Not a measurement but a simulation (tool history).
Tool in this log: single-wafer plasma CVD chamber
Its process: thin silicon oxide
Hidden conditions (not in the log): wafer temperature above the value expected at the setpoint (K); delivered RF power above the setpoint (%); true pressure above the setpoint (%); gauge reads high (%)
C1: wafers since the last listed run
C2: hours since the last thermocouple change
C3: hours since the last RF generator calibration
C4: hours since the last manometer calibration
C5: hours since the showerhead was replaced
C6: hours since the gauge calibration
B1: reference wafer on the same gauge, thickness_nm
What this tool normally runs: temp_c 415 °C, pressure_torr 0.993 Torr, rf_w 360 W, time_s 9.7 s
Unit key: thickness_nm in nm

run 1 hour=0 | temp_c=415 pressure_torr=0.993 rf_w=360 time_s=9.7 | C1=0 C2=520.3 C3=1854 C4=421.6 C5=5715.9 C6=156.5 | B1=22.4 | thickness_nm=21.267
run 2 hour=35.8 | temp_c=415 pressure_torr=0.993 rf_w=360 time_s=9.7 | C1=683 C2=556.1 C3=1889.8 C4=457.4 C5=5751.7 C6=192.3 | B1=22.409 | thickness_nm=21.664
run 3 hour=80 | temp_c=415 pressure_torr=0.993 rf_w=360 time_s=9.7 | C1=844 C2=600.3 C3=1934 C4=501.6 C5=5795.9 C6=236.5 | B1=22.412 | thickness_nm=21.687
run 4 hour=105.9 | temp_c=415 pressure_torr=0.993 rf_w=360 time_s=9.7 | C1=494 C2=626.2 C3=1959.9 C4=527.5 C5=5821.8 C6=262.4 | B1=22.413 | thickness_nm=21.498
run 5 hour=138.1 | temp_c=415 pressure_torr=1.153 rf_w=325 time_s=9.7 | C1=615 C2=658.4 C3=1992.1 C4=559.7 C5=5854 C6=294.6 | B1=22.372 | thickness_nm=23.356
run 6 hour=188.4 | temp_c=415 pressure_torr=1.153 rf_w=325 time_s=9.7 | C1=960 C2=708.7 C3=2042.4 C4=610 C5=5904.3 C6=344.9 | B1=22.4 | thickness_nm=23.291
run 7 hour=257.2 | temp_c=415 pressure_torr=1.153 rf_w=325 time_s=9.7 | C1=1314 C2=777.5 C3=2111.2 C4=678.8 C5=5973.1 C6=413.7 | B1=22.363 | thickness_nm=23.357

Estimate the outcome of run 8 from the log above:
-- hour=326.1 showerhead replaced
run 8 hour=328 | temp_c=415 pressure_torr=0.993 rf_w=360 time_s=9.7 | C1=1199 C2=848.3 C3=2182 C4=749.6 C5=1.9 C6=484.5 | B1=? | thickness_nm=?

B1: 22.401
thickness_nm: 21.528 nm
Had the tool carried no hidden state, the very same run would have given thickness_nm 21.528 nm.
